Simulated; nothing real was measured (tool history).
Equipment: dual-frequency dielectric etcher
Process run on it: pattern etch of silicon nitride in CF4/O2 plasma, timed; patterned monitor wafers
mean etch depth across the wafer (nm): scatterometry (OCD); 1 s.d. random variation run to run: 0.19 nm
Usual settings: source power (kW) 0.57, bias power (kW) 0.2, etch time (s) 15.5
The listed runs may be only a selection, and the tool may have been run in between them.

run   hour  source power (kW)  bias power (kW)  etch time (s)  read-back reference wafer on the same gauge, depth_nm  mean etch depth across the wafer (nm)
  1      0               0.57              0.2           15.5                                                  33.49                                  38.92
  2   78.2               0.57              0.2             17                                                   33.5                                  42.53
  3  128.9               0.57              0.2             17                                                  33.47                                  42.94
  4  216.2               0.62            0.232           15.5                                                  33.51                                  45.21
  5  276.9               0.62            0.232           15.5                                                  33.49                                  45.35
  6  365.9               0.57              0.2           15.5                                                  33.47                                  39.76
     398.3  -- wet clean of the chamber
  7  422.8               0.57              0.2           15.5                                                  33.47                                   37.9
       490  -- bias power generator calibrated
     515.8  -- source power generator calibrated
     528.7  -- upper electrode replaced
  8  529.2               0.57              0.2           15.5                                                  33.51                                  37.96
  9  555.5               0.46            0.177             17                                                  33.47                                  32.56
 10  595.4               0.65            0.218             18                                                   33.5                                  52.14
 11  640.2               0.49            0.232             12                                                  33.52                                  27.59
     651.7  -- gauge calibrated
 12  699.5               0.65            0.218             18                                                   33.5                                  52.38
 13  762.2               0.71              0.2             12                                                  33.54                                  36.47
 14  857.9               0.57              0.2           15.5                                                  33.46                                  38.98
 15  943.6                0.5              0.2           15.5                                                  33.54                                  34.65

Pick out some run-to-run changes in mean etch depth across the wafer (nm). Of each, how much would a tool without hidden state show as well, from the settings, what came in and chance, and how much is left for the hidden state and any gauge scatter not in both results compared?
Unlogged tool condition in this case: etch rate over this chamber's usual, %; source power that arrives over what is set, %; bias power that arrives over what is set, %; gauge reads high (%).
Run 6 -> 7: wet clean of the chamber. mean etch depth across the wafer (nm) -1.86: hidden state -2.04, all else +0.18.
Run 11 -> 12: source power (kW) 0.49 -> 0.65, bias power (kW) 0.232 -> 0.218, etch time (s) 12 -> 18, gauge calibrated. mean etch depth across the wafer (nm) +24.79: hidden state +0.74, all else +24.05.

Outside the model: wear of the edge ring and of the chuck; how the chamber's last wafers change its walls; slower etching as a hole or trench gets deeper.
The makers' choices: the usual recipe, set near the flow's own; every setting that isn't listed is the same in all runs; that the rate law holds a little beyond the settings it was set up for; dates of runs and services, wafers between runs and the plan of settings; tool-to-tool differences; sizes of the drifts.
